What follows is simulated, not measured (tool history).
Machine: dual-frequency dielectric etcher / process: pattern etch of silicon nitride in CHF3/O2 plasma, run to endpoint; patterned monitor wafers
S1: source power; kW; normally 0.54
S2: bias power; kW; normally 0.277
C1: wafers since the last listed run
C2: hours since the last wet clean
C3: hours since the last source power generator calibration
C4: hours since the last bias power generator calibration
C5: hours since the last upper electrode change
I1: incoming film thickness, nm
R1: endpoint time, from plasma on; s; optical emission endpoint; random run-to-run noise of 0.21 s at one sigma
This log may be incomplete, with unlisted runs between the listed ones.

{"run": 1, "hour": 0.0, "S1": 0.54, "S2": 0.277, "C1": 0, "C2": 280.7, "C3": 5008.2, "C4": 4665.7, "C5": 4831.1, "I1": 54.8, "R1": 34.7}
{"run": 2, "hour": 34.8, "S1": 0.54, "S2": 0.277, "C1": 546, "C2": 315.5, "C3": 5043, "C4": 4700.5, "C5": 4865.9, "I1": 54.5, "R1": 34.8}
{"run": 3, "hour": 61.6, "S1": 0.54, "S2": 0.277, "C1": 420, "C2": 342.3, "C3": 5069.8, "C4": 4727.3, "C5": 4892.7, "I1": 54.3, "R1": 34.6}
{"run": 4, "hour": 73.6, "S1": 0.54, "S2": 0.325, "C1": 188, "C2": 354.3, "C3": 5081.8, "C4": 4739.3, "C5": 4904.7, "I1": 55.1, "R1": 32.7}
{"run": 5, "hour": 104.3, "S1": 0.54, "S2": 0.325, "C1": 481, "C2": 385, "C3": 5112.5, "C4": 4770, "C5": 4935.4, "I1": 55, "R1": 32.8}
{"hour": 115.7, "done": "bias power generator calibrated"}
{"hour": 135.6, "done": "wet clean of the chamber"}
{"run": 6, "hour": 138.1, "S1": 0.45, "S2": 0.277, "C1": 155, "C2": 2.5, "C3": 5146.3, "C4": 22.4, "C5": 4969.2, "I1": 54.8, "R1": 38}
{"run": 7, "hour": 171.6, "S1": 0.45, "S2": 0.277, "C1": 525, "C2": 36, "C3": 5179.8, "C4": 55.9, "C5": 5002.7, "I1": 54.4, "R1": 37.7}
{"run": 8, "hour": 197.9, "S1": 0.54, "S2": 0.277, "C1": 412, "C2": 62.3, "C3": 5206.1, "C4": 82.2, "C5": 5029, "I1": 54.4, "R1": 34.8}
{"run": 9, "hour": 218.2, "S1": 0.62, "S2": 0.248, "C1": 318, "C2": 82.6, "C3": 5226.4, "C4": 102.5, "C5": 5049.3, "I1": 54.4, "R1": 33.9}
{"hour": 237.6, "done": "source power generator calibrated"}
{"hour": 245.5, "done": "upper electrode replaced"}
{"run": 10, "hour": 248.7, "S1": 0.64, "S2": 0.235, "C1": 292, "C2": 113.1, "C3": 11.1, "C4": 133, "C5": 3.2, "I1": 54.1, "R1": 34.5}
{"run": 11, "hour": 272.5, "S1": 0.45, "S2": 0.345, "C1": 373, "C2": 136.9, "C3": 34.9, "C4": 156.8, "C5": 27, "I1": 54.8, "R1": 34.6}
{"run": 12, "hour": 303.0, "S1": 0.64, "S2": 0.244, "C1": 478, "C2": 167.4, "C3": 65.4, "C4": 187.3, "C5": 57.5, "I1": 54.6, "R1": 34.3}
{"run": 13, "hour": 323.1, "S1": 0.54, "S2": 0.277, "C1": 315, "C2": 187.5, "C3": 85.5, "C4": 207.4, "C5": 77.6, "I1": 54.8, "R1": 34.8}
{"run": 14, "hour": 353.7, "S1": 0.46, "S2": 0.325, "C1": 480, "C2": 218.1, "C3": 116.1, "C4": 238, "C5": 108.2, "I1": 54.9, "R1": 34.8}

Below are 4 alternative next runs, each starting from the tool's condition after run 14. Predict each:
{"run": "A", "hour": 354.1, "S1": 0.4, "S2": 0.277, "C1": 6, "C2": 218.5, "C3": 116.5, "C4": 238.4, "C5": 108.6, "I1": 54.2, "R1": "?"}
{"run": "B", "hour": 354.1, "S1": 0.48, "S2": 0.248, "C1": 6, "C2": 218.5, "C3": 116.5, "C4": 238.4, "C5": 108.6, "I1": 54.2, "R1": "?"}
{"run": "C", "hour": 354.1, "S1": 0.66, "S2": 0.305, "C1": 6, "C2": 218.5, "C3": 116.5, "C4": 238.4, "C5": 108.6, "I1": 54.2, "R1": "?"}
{"run": "D", "hour": 354.1, "S1": 0.62, "S2": 0.338, "C1": 6, "C2": 218.5, "C3": 116.5, "C4": 238.4, "C5": 108.6, "I1": 54.2, "R1": "?"}

run=A R1=39.8
run=B R1=38.4
run=C R1=30.3
run=D R1=29.7
Take away the tool's hidden state, keep each run's random variation, and the runs would have read:
run=A R1=39.8
run=B R1=38.4
run=C R1=30.3
run=D R1=29.7
